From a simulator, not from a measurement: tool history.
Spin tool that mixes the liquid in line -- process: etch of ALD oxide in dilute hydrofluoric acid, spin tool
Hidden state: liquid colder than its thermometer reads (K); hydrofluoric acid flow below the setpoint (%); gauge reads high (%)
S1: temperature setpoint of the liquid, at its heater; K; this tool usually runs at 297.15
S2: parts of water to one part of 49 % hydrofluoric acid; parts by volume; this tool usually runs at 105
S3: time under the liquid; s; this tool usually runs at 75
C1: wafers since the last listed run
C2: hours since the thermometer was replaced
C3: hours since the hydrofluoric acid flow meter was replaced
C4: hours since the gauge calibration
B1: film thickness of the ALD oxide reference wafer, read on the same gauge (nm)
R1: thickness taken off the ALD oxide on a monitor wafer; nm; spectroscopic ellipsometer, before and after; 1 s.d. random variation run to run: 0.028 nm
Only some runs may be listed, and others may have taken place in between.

run,hour,S1,S2,S3,C1,C2,C3,C4,B1,R1
1,0,297.15,105,75,0,663,582.2,339.1,90,7.94
2,77.8,297.15,105,75,847,740.8,660,416.9,90.01,7.92
3,111.5,297.15,105,75,367,774.5,693.7,450.6,89.99,7.95
4,132,297.15,105,75,223,795,714.2,471.1,89.99,7.96
5,161.9,297.15,105,75,325,824.9,744.1,501,90.01,8.04
6,185.8,297.15,105,75,260,848.8,768,524.9,90,7.94
7,226.5,297.15,105,75,443,889.5,808.7,565.6,90,7.98
8,259.4,297.15,105,75,358,922.4,841.6,598.5,89.99,8
9,292.8,297.15,105,75,363,955.8,875,631.9,89.99,7.91
10,313.2,297.15,105,75,222,976.2,895.4,652.3,90.03,7.95
11,332.3,297.15,105,75,208,995.3,914.5,671.4,89.99,7.96
12,357.3,297.15,105,75,272,1020.3,939.5,696.4,90.01,7.94
13,385.7,297.15,105,75,309,1048.7,967.9,724.8,89.98,7.93
14,418.1,300.65,105,50,353,1081.1,1000.3,757.2,90.01,6.05
15,448.9,300.65,105,50,335,1111.9,1031.1,788,90.01,6.1
# hour 465.6: gauge calibrated
16,479.3,297.15,105,75,331,1142.3,1061.5,13.7,89.99,7.88
17,494.7,300.15,90,75,167,1157.7,1076.9,29.1,89.99,10.69
18,513.3,297.15,60,40,202,1176.3,1095.5,47.7,89.99,7.82
19,547.5,297.15,105,75,372,1210.5,1129.7,81.9,90,7.86
# hour 577.6: thermometer replaced
20,583.1,301.15,125,100,376,5.5,1165.3,117.5,90.02,10.04
# hour 598.7: hydrofluoric acid flow meter replaced
21,601,292.65,70,75,184,23.4,2.3,135.4,89.99,10.44
22,636.7,300.15,145,35,388,59.1,38,171.1,90.01,2.9
23,665.7,299.65,145,85,315,88.1,67,200.1,89.99,6.91
24,684.4,300.65,140,40,203,106.8,85.7,218.8,90,3.52
25,713.7,297.15,105,45,319,136.1,115,248.1,89.98,4.81
26,732.5,297.15,105,120,204,154.9,133.8,266.9,89.98,12.84
27,750.4,297.15,105,75,195,172.8,151.7,284.8,90,8.05
28,788.3,293.65,150,35,412,210.7,189.6,322.7,90.01,2.17
29,805,292.65,55,40,181,227.4,206.3,339.4,90.02,7.25
30,818.5,297.15,105,75,147,240.9,219.8,352.9,90,8.04
31,846.6,299.15,80,90,306,269,247.9,381,90.01,14.13
32,874.4,294.15,105,45,302,296.8,275.7,408.8,89.99,4.27
33,894.2,297.15,90,75,215,316.6,295.5,428.6,89.97,9.53
34,919.6,297.15,65,110,276,342,320.9,454,90.02,20.1
35,933.2,297.15,80,50,148,355.6,334.5,467.6,90,7.24

List, for all runs, the conditions of the tool that the log does not record:
liquid colder than its thermometer reads (K): 0 across all the runs
gauge reads high (%): 0 across all the runs
H1: hydrofluoric acid flow below the setpoint (%)
run,H1
1,1.14
2,1.26
3,1.31
4,1.34
5,1.38
6,1.42
7,1.48
8,1.53
9,1.58
10,1.61
11,1.64
12,1.68
13,1.72
14,1.77
15,1.82
16,1.86
17,1.88
18,1.91
19,1.96
20,2.02
21,0.362
22,0.415
23,0.459
24,0.487
25,0.531
26,0.559
27,0.586
28,0.643
29,0.668
30,0.688
31,0.73
32,0.772
33,0.801
34,0.84
35,0.86

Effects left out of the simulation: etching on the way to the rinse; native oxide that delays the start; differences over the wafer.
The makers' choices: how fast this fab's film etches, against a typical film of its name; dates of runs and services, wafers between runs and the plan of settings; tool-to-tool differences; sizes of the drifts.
